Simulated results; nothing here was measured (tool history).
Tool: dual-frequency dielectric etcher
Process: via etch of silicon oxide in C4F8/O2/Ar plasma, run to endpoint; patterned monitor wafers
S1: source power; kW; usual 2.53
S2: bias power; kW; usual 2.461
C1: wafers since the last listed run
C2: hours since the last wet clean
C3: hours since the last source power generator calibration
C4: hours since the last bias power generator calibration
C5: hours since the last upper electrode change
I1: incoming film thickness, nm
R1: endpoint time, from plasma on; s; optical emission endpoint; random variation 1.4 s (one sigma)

run    hour    S1     S2   C1     C2      C3      C4      C5      I1     R1
  1       0  2.36  2.461    0   56.6  2106.4  2501.1  2290.5  1217.5  204.9
  2    37.1  2.36  2.461  197   93.7  2143.5  2538.2  2327.6  1213.3  205.8
  3   112.8  2.53  2.461  402  169.4  2219.2  2613.9  2403.3  1220.6  204.1
  4   201.8  2.53  2.461  472  258.4  2308.2  2702.9  2492.3  1214.8  197.4
  5   306.2  2.53  2.461  554  362.8  2412.6  2807.3  2596.7  1223.7  203.6
      403.3  -- wet clean of the chamber
  6   403.8  2.53  2.461  391    0.5  2510.2  2904.9  2694.3  1214.2  201.4
  7   429.1  2.53  2.461  134   25.8  2535.5  2930.2  2719.6  1210.9  198.7
  8   504.2  2.53  2.461  399  100.9  2610.6  3005.3  2794.7  1211.9  198.8
  9     553  2.53  2.461  259  149.7  2659.4  3054.1  2843.5  1220.4  202.8
 10   621.1  2.89  2.461  361  217.8  2727.5  3122.2  2911.6    1230  194.6
        711  -- source power generator calibrated
 11   711.5  2.53  2.461  459  308.2     0.5  3212.6    3002  1214.4  201.1
 12   769.8  2.53  2.461  309  366.5    58.8  3270.9  3060.3  1218.2  200.5
      814.2  -- bias power generator calibrated
 13   857.8  2.53  2.461  446  454.5   146.8    43.6  3148.3  1227.6    204
      908.9  -- wet clean of the chamber
 14   909.4  2.53  2.461  146    0.5   198.4    95.2  3199.9  1214.9    203
 15   947.8  2.53  2.461  204   38.9   236.8   133.6  3238.3  1207.9  201.5
 16  1052.2  2.18  2.665  554  143.3   341.2     238  3342.7    1228  205.8
 17  1142.6  2.53  2.817  480  233.7   431.6   328.4  3433.1  1219.1  196.2
 18    1186  2.53  2.461  230  277.1     475   371.8  3476.5  1220.5  201.4
 19  1237.8  2.53  2.461  275  328.9   526.8   423.6  3528.3  1217.7  199.7
 20  1281.2  2.53  2.302  230  372.3   570.2     467  3571.7  1228.4  206.6
     1375.9  -- wet clean of the chamber
 21  1388.9  2.53  2.461  444     13   677.9   574.7  3679.4  1219.1  201.9
 22    1495  3.08  2.771  563  119.1     784   680.8  3785.5  1220.7  188.8
 23  1568.9  2.53  2.461  392    193   857.9   754.7  3859.4  1219.9  199.8
 24  1674.4  3.02  2.063  560  298.5   963.4   860.2  3964.9  1214.3  200.4
 25  1776.2  3.04  2.104  540  400.3  1065.2     962  4066.7  1218.7    199
     1818.9  -- upper electrode replaced
 26  1867.9  2.53  2.461  359    492  1156.9  1053.7      49  1213.9    200
     1950.6  -- wet clean of the chamber
 27  1963.3   2.7  2.056  379   12.7  1252.3  1149.1   144.4  1215.6  205.3
 28  2026.3  3.09  2.787  334   75.7  1315.3  1212.1   207.4  1200.4    186
 29  2096.4  2.37  1.852  372  145.8  1385.4  1282.2   277.5    1222  219.4
 30    2147  2.53  2.461  268  196.4    1436  1332.8   328.1  1227.8  204.7
 31  2200.3   1.9  1.855  283  249.7  1489.3  1386.1   381.4  1224.9  228.5
 32  2281.2  2.87  2.163  429  330.6  1570.2    1467   462.3  1218.5  199.7
 33  2341.2  2.53  2.228  318  390.6  1630.2    1527   522.3  1232.9  206.1
 34  2377.4  3.15  2.694  192  426.8  1666.4  1563.2   558.5  1204.3  186.2
     2457.9  -- wet clean of the chamber
 35  2458.4  2.14  2.695  302    0.5  1747.4  1644.2   639.5  1211.1  205.3
 36  2501.1  2.18  2.665  226   43.2  1790.1  1686.9   682.2  1215.8  202.2

What the log doesn't show, run by run:
etch rate over this chamber's usual, %: 0 in every run
source power that arrives over what is set, %: 0 in every run
bias power that arrives over what is set, %: 0 in every run
